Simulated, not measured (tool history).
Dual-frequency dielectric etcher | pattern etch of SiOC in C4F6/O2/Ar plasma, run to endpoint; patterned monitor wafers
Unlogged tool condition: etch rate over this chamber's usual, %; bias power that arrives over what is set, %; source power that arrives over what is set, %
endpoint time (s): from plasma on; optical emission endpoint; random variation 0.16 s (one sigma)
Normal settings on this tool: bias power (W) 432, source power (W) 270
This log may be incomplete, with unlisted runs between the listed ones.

run	hour	bias power (W)	source power (W)	wafers since the last listed run	hours since the last wet clean	hours since the last bias power generator calibration	hours since the last source power generator calibration	hours since the last upper electrode change	incoming incoming film thickness, nm	endpoint time (s)
1	0.0	432	270	0	140.8	3335.5	2722.1	2458.0	43.07	18.6
2	8.9	432	270	117	149.7	3344.4	2731.0	2466.9	43.09	19.1
3	45.0	432	300	474	185.8	3380.5	2767.1	2503.0	43.14	18.0
4	61.1	432	300	211	201.9	3396.6	2783.2	2519.1	43.15	17.8
5	75.1	432	270	184	215.9	3410.6	2797.2	2533.1	43.16	18.7
6	82.8	432	250	101	223.6	3418.3	2804.9	2540.8	43.10	19.3
7	100.2	432	250	228	241.0	3435.7	2822.3	2558.2	42.82	19.0
8	107.0	432	230	89	247.8	3442.5	2829.1	2565.0	43.38	20.4
9	123.0	432	310	210	263.8	3458.5	2845.1	2581.0	43.13	17.7
# hour 131.0: bias power generator calibrated
10	132.9	432	270	77	273.7	1.9	2855.0	2590.9	43.40	18.8
11	171.3	432	270	505	312.1	40.3	2893.4	2629.3	43.48	19.1
# hour 230.5: upper electrode replaced
12	231.0	354	310	469	371.8	100.0	2953.1	0.5	43.35	19.0
13	232.0	504	320	13	372.8	101.0	2954.1	1.5	43.39	16.6
14	241.1	515	230	119	381.9	110.1	2963.2	10.6	43.21	19.0
# hour 262.1: source power generator calibrated
# hour 273.8: wet clean of the chamber
15	274.3	539	290	230	0.5	143.3	12.2	43.8	43.21	16.8
16	274.7	432	310	5	0.9	143.7	12.6	44.2	43.07	17.7
17	275.0	471	270	3	1.2	144.0	12.9	44.5	43.28	18.3
18	288.4	432	250	176	14.6	157.4	26.3	57.9	42.72	19.3
19	335.9	432	270	624	62.1	204.9	73.8	105.4	42.70	18.6
20	353.6	432	240	232	79.8	222.6	91.5	123.1	43.03	20.1
21	368.1	432	270	190	94.3	237.1	106.0	137.6	43.29	18.6
22	375.4	369	270	96	101.6	244.4	113.3	144.9	43.22	19.8

Below are 3 alternative next runs, each starting from the tool's condition after run 22. Predict each:
A	375.8	432	210	5	102.0	244.8	113.7	145.3	43.27	?
B	375.8	474	210	5	102.0	244.8	113.7	145.3	43.27	?
C	375.8	324	230	5	102.0	244.8	113.7	145.3	43.27	?

run	endpoint time (s)
A	21.0
B	20.3
C	22.1
With no hidden state in the tool, these same runs would have given:
run	endpoint time (s)
A	21.0
B	20.3
C	22.1

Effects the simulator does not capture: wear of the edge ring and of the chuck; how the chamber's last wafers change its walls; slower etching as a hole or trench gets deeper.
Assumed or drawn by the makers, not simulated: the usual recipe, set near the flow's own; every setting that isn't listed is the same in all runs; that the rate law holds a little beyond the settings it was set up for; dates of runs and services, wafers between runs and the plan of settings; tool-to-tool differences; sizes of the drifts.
